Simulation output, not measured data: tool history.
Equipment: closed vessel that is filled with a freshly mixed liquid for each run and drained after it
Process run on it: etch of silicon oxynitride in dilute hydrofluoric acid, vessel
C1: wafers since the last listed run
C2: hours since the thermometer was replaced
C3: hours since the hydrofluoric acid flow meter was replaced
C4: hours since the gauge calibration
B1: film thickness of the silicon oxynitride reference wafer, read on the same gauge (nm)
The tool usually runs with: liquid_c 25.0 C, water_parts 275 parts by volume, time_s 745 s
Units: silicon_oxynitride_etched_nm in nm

run 1 day=0.000 | liquid_c=25.0 water_parts=275 time_s=745 | C1=0 C2=1556.2 C3=2026.8 C4=58.7 | B1=130.02 | silicon_oxynitride_etched_nm=12.69
run 2 day=0.429 | liquid_c=25.0 water_parts=275 time_s=745 | C1=440 C2=1566.5 C3=2037.1 C4=69.0 | B1=130.02 | silicon_oxynitride_etched_nm=12.58
run 3 day=0.792 | liquid_c=25.0 water_parts=195 time_s=745 | C1=371 C2=1575.2 C3=2045.8 C4=77.7 | B1=130.00 | silicon_oxynitride_etched_nm=18.84
run 4 day=1.388 | liquid_c=25.0 water_parts=195 time_s=745 | C1=611 C2=1589.5 C3=2060.1 C4=92.0 | B1=130.00 | silicon_oxynitride_etched_nm=18.82
run 5 day=1.862 | liquid_c=25.0 water_parts=195 time_s=745 | C1=487 C2=1600.9 C3=2071.5 C4=103.4 | B1=129.99 | silicon_oxynitride_etched_nm=18.86
run 6 day=2.246 | liquid_c=25.0 water_parts=275 time_s=640 | C1=393 C2=1610.1 C3=2080.7 C4=112.6 | B1=130.00 | silicon_oxynitride_etched_nm=10.86
run 7 day=2.879 | liquid_c=25.0 water_parts=275 time_s=745 | C1=649 C2=1625.3 C3=2095.9 C4=127.8 | B1=130.02 | silicon_oxynitride_etched_nm=12.66
run 8 day=3.392 | liquid_c=22.5 water_parts=275 time_s=745 | C1=525 C2=1637.6 C3=2108.2 C4=140.1 | B1=130.00 | silicon_oxynitride_etched_nm=11.38
run 9 day=3.646 | liquid_c=25.0 water_parts=275 time_s=745 | C1=260 C2=1643.7 C3=2114.3 C4=146.2 | B1=130.00 | silicon_oxynitride_etched_nm=12.67
run 10 day=4.317 | liquid_c=25.0 water_parts=275 time_s=745 | C1=688 C2=1659.8 C3=2130.4 C4=162.3 | B1=130.01 | silicon_oxynitride_etched_nm=12.65
run 11 day=5.012 | liquid_c=25.0 water_parts=275 time_s=745 | C1=713 C2=1676.5 C3=2147.1 C4=179.0 | B1=130.01 | silicon_oxynitride_etched_nm=12.70
run 12 day=5.488 | liquid_c=25.0 water_parts=275 time_s=745 | C1=487 C2=1687.9 C3=2158.5 C4=190.4 | B1=130.01 | silicon_oxynitride_etched_nm=12.65
run 13 day=7.579 | liquid_c=25.0 water_parts=275 time_s=745 | C1=2146 C2=1738.1 C3=2208.7 C4=240.6 | B1=129.99 | silicon_oxynitride_etched_nm=12.65
-- day=7.638 thermometer replaced
run 14 day=8.033 | liquid_c=25.0 water_parts=275 time_s=1045 | C1=423 C2=9.5 C3=2219.6 C4=251.5 | B1=130.01 | silicon_oxynitride_etched_nm=17.99
run 15 day=8.596 | liquid_c=26.5 water_parts=275 time_s=900 | C1=577 C2=23.0 C3=2233.1 C4=265.0 | B1=129.98 | silicon_oxynitride_etched_nm=16.46
-- day=8.612 gauge calibrated
run 16 day=9.121 | liquid_c=21.5 water_parts=180 time_s=480 | C1=538 C2=35.6 C3=2245.7 C4=12.2 | B1=130.02 | silicon_oxynitride_etched_nm=11.39
run 17 day=9.392 | liquid_c=22.0 water_parts=315 time_s=960 | C1=277 C2=42.1 C3=2252.2 C4=18.7 | B1=130.02 | silicon_oxynitride_etched_nm=12.28
-- day=9.600 hydrofluoric acid flow meter replaced
run 18 day=9.867 | liquid_c=25.0 water_parts=335 time_s=745 | C1=444 C2=53.5 C3=6.4 C4=30.1 | B1=129.99 | silicon_oxynitride_etched_nm=8.72
run 19 day=10.288 | liquid_c=25.0 water_parts=320 time_s=745 | C1=431 C2=63.6 C3=16.5 C4=40.2 | B1=130.00 | silicon_oxynitride_etched_nm=9.30
run 20 day=10.888 | liquid_c=25.0 water_parts=275 time_s=745 | C1=615 C2=78.0 C3=30.9 C4=54.6 | B1=129.99 | silicon_oxynitride_etched_nm=11.18
run 21 day=11.533 | liquid_c=25.0 water_parts=275 time_s=745 | C1=662 C2=93.5 C3=46.4 C4=70.1 | B1=130.03 | silicon_oxynitride_etched_nm=11.08
run 22 day=12.025 | liquid_c=25.0 water_parts=310 time_s=495 | C1=504 C2=105.3 C3=58.2 C4=81.9 | B1=130.00 | silicon_oxynitride_etched_nm=6.47
run 23 day=12.604 | liquid_c=29.0 water_parts=345 time_s=950 | C1=594 C2=119.2 C3=72.1 C4=95.8 | B1=130.00 | silicon_oxynitride_etched_nm=12.72
run 24 day=13.333 | liquid_c=26.5 water_parts=140 time_s=745 | C1=748 C2=136.7 C3=89.6 C4=113.3 | B1=130.00 | silicon_oxynitride_etched_nm=25.90
run 25 day=13.762 | liquid_c=25.0 water_parts=275 time_s=745 | C1=440 C2=147.0 C3=99.9 C4=123.6 | B1=130.00 | silicon_oxynitride_etched_nm=11.12
run 26 day=14.375 | liquid_c=26.5 water_parts=275 time_s=745 | C1=628 C2=161.7 C3=114.6 C4=138.3 | B1=130.02 | silicon_oxynitride_etched_nm=11.88
run 27 day=14.658 | liquid_c=25.0 water_parts=275 time_s=745 | C1=290 C2=168.5 C3=121.4 C4=145.1 | B1=129.98 | silicon_oxynitride_etched_nm=11.20
run 28 day=15.275 | liquid_c=25.0 water_parts=275 time_s=1160 | C1=632 C2=183.3 C3=136.2 C4=159.9 | B1=129.99 | silicon_oxynitride_etched_nm=17.61
run 29 day=15.642 | liquid_c=25.0 water_parts=275 time_s=745 | C1=376 C2=192.1 C3=145.0 C4=168.7 | B1=130.00 | silicon_oxynitride_etched_nm=11.21

Forecast each of these 5 alternatives for the next run:
run A day=15.679 | liquid_c=25.0 water_parts=345 time_s=745 | C1=38 C2=193.0 C3=145.9 C4=169.6 | B1=? | silicon_oxynitride_etched_nm=?
run B day=15.679 | liquid_c=25.0 water_parts=170 time_s=1085 | C1=38 C2=193.0 C3=145.9 C4=169.6 | B1=? | silicon_oxynitride_etched_nm=?
run C day=15.679 | liquid_c=29.0 water_parts=320 time_s=745 | C1=38 C2=193.0 C3=145.9 C4=169.6 | B1=? | silicon_oxynitride_etched_nm=?
run D day=15.679 | liquid_c=27.0 water_parts=275 time_s=860 | C1=38 C2=193.0 C3=145.9 C4=169.6 | B1=? | silicon_oxynitride_etched_nm=?
run E day=15.679 | liquid_c=26.5 water_parts=220 time_s=1065 | C1=38 C2=193.0 C3=145.9 C4=169.6 | B1=? | silicon_oxynitride_etched_nm=?

run=A B1=129.99 silicon_oxynitride_etched_nm=8.54
run=B B1=129.99 silicon_oxynitride_etched_nm=28.63
run=C B1=129.99 silicon_oxynitride_etched_nm=11.02
run=D B1=129.99 silicon_oxynitride_etched_nm=14.12
run=E B1=129.99 silicon_oxynitride_etched_nm=22.31
Had the tool no hidden state, the same runs would have come out as:
run=A silicon_oxynitride_etched_nm=8.29
run=B silicon_oxynitride_etched_nm=27.84
run=C silicon_oxynitride_etched_nm=10.69
run=D silicon_oxynitride_etched_nm=13.70
run=E silicon_oxynitride_etched_nm=21.68
